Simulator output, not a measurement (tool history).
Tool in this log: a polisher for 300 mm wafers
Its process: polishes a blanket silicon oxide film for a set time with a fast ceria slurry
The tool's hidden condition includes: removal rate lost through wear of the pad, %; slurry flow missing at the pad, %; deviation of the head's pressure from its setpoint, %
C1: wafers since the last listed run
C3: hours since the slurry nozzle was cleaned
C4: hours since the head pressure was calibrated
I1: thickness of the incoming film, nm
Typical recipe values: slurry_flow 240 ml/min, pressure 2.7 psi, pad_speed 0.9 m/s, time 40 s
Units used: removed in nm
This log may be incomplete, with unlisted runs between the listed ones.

run 1 hour=0 | slurry_flow=240 pressure=2.7 pad_speed=0.9 time=40 | C1=0 wafers_polished_on_this_pad=1801 C3=79 C4=483.8 | I1=1550.8 | removed=623.9
run 2 hour=59.6 | slurry_flow=240 pressure=2.7 pad_speed=0.9 time=40 | C1=687 wafers_polished_on_this_pad=2489 C3=138.6 C4=543.4 | I1=1555.5 | removed=599.5
-- hour=80 worn pad replaced by a new one
run 3 hour=97.4 | slurry_flow=240 pressure=2.7 pad_speed=0.9 time=40 | C1=389 wafers_polished_on_this_pad=201 C3=176.4 C4=581.2 | I1=1560.5 | removed=612.1
run 4 hour=146.7 | slurry_flow=240 pressure=2.7 pad_speed=0.9 time=40 | C1=568 wafers_polished_on_this_pad=769 C3=225.7 C4=630.5 | I1=1538.2 | removed=601.6
-- hour=154.4 slurry nozzle cleaned
-- hour=163.5 head pressure recalibrated
run 5 hour=202.6 | slurry_flow=280 pressure=2.7 pad_speed=0.9 time=40 | C1=610 wafers_polished_on_this_pad=1380 C3=48.2 C4=39.1 | I1=1540.9 | removed=644.9
run 6 hour=240.7 | slurry_flow=280 pressure=2.7 pad_speed=0.9 time=40 | C1=439 wafers_polished_on_this_pad=1819 C3=86.3 C4=77.2 | I1=1569.6 | removed=619.1
run 7 hour=286.3 | slurry_flow=240 pressure=2.7 pad_speed=0.9 time=40 | C1=526 wafers_polished_on_this_pad=2345 C3=131.9 C4=122.8 | I1=1567.5 | removed=591
-- hour=327.4 worn pad replaced by a new one
run 8 hour=350.9 | slurry_flow=240 pressure=2.7 pad_speed=0.9 time=40 | C1=699 wafers_polished_on_this_pad=271 C3=196.5 C4=187.4 | I1=1558.2 | removed=616.9
-- hour=377.9 slurry nozzle cleaned
run 9 hour=401.6 | slurry_flow=240 pressure=2.7 pad_speed=0.9 time=40 | C1=573 wafers_polished_on_this_pad=844 C3=23.7 C4=238.1 | I1=1547 | removed=653.9
run 10 hour=443.1 | slurry_flow=240 pressure=2.7 pad_speed=0.9 time=40 | C1=478 wafers_polished_on_this_pad=1323 C3=65.2 C4=279.6 | I1=1542.1 | removed=647.2
run 11 hour=491.6 | slurry_flow=240 pressure=2.7 pad_speed=0.9 time=40 | C1=559 wafers_polished_on_this_pad=1883 C3=113.7 C4=328.1 | I1=1529.1 | removed=613.3
run 12 hour=561.1 | slurry_flow=240 pressure=2.7 pad_speed=0.9 time=40 | C1=801 wafers_polished_on_this_pad=2685 C3=183.2 C4=397.6 | I1=1533.7 | removed=587.1
-- hour=588.1 worn pad replaced by a new one
-- hour=612.6 slurry nozzle cleaned
run 13 hour=628.6 | slurry_flow=215 pressure=1.9 pad_speed=0.9 time=40 | C1=721 wafers_polished_on_this_pad=455 C3=16 C4=465.1 | I1=1565.4 | removed=505.7
run 14 hour=666.3 | slurry_flow=240 pressure=2.7 pad_speed=0.9 time=40 | C1=434 wafers_polished_on_this_pad=890 C3=53.7 C4=502.8 | I1=1554.8 | removed=643.7
run 15 hour=702 | slurry_flow=270 pressure=2.1 pad_speed=0.9 time=46 | C1=411 wafers_polished_on_this_pad=1302 C3=89.4 C4=538.5 | I1=1551 | removed=617
run 16 hour=743.5 | slurry_flow=275 pressure=2.7 pad_speed=0.9 time=45 | C1=478 wafers_polished_on_this_pad=1780 C3=130.9 C4=580 | I1=1556.2 | removed=717.1
run 17 hour=805.3 | slurry_flow=240 pressure=2.7 pad_speed=0.9 time=40 | C1=712 wafers_polished_on_this_pad=2493 C3=192.7 C4=641.8 | I1=1553.8 | removed=575.6
-- hour=813.9 worn pad replaced by a new one
run 18 hour=857.1 | slurry_flow=240 pressure=2.7 pad_speed=0.9 time=40 | C1=551 wafers_polished_on_this_pad=498 C3=244.5 C4=693.6 | I1=1559.2 | removed=580.5
-- hour=870.2 slurry nozzle cleaned
run 19 hour=906.4 | slurry_flow=240 pressure=2.7 pad_speed=1 time=40 | C1=557 wafers_polished_on_this_pad=1055 C3=36.2 C4=742.9 | I1=1552 | removed=736.3
-- hour=913.5 head pressure recalibrated
run 20 hour=937.4 | slurry_flow=165 pressure=2.2 pad_speed=0.9 time=48 | C1=334 wafers_polished_on_this_pad=1390 C3=67.2 C4=23.9 | I1=1523.7 | removed=607.7
run 21 hour=973.5 | slurry_flow=240 pressure=2.7 pad_speed=0.9 time=40 | C1=416 wafers_polished_on_this_pad=1806 C3=103.3 C4=60 | I1=1543.8 | removed=620.7
run 22 hour=1001.9 | slurry_flow=205 pressure=2.7 pad_speed=1.1 time=40 | C1=327 wafers_polished_on_this_pad=2134 C3=131.7 C4=88.4 | I1=1573.1 | removed=724.2
-- hour=1023 worn pad replaced by a new one
run 23 hour=1047.5 | slurry_flow=325 pressure=2.1 pad_speed=1.14 time=32 | C1=479 wafers_polished_on_this_pad=282 C3=177.3 C4=134 | I1=1557.9 | removed=564.2
-- hour=1071.2 slurry nozzle cleaned
run 24 hour=1104.7 | slurry_flow=240 pressure=2.9 pad_speed=1.02 time=40 | C1=648 wafers_polished_on_this_pad=931 C3=33.5 C4=191.2 | I1=1529.9 | removed=770.9
run 25 hour=1163 | slurry_flow=240 pressure=2.7 pad_speed=0.9 time=40 | C1=672 wafers_polished_on_this_pad=1603 C3=91.8 C4=249.5 | I1=1527.1 | removed=641.8

Predict each of these 4 candidate next runs independently; none follows another, all start after run 25:
run A hour=1163.4 | slurry_flow=240 pressure=2.7 pad_speed=0.9 time=40 | C1=4 wafers_polished_on_this_pad=1608 C3=92.2 C4=249.9 | I1=1580.6 | removed=?
run B hour=1163.4 | slurry_flow=200 pressure=2.7 pad_speed=0.9 time=45 | C1=4 wafers_polished_on_this_pad=1608 C3=92.2 C4=249.9 | I1=1580.6 | removed=?
run C hour=1163.4 | slurry_flow=240 pressure=3.3 pad_speed=0.9 time=30 | C1=4 wafers_polished_on_this_pad=1608 C3=92.2 C4=249.9 | I1=1580.6 | removed=?
run D hour=1163.4 | slurry_flow=240 pressure=3.1 pad_speed=0.9 time=50 | C1=4 wafers_polished_on_this_pad=1608 C3=92.2 C4=249.9 | I1=1580.6 | removed=?

run=A removed=617.1
run=B removed=675.7
run=C removed=540.1
run=D removed=857.2
Stripped of hidden state, with their random variation kept, the same runs would have yielded:
run=A removed=643.8
run=B removed=706.5
run=C removed=563.4
run=D removed=894.2
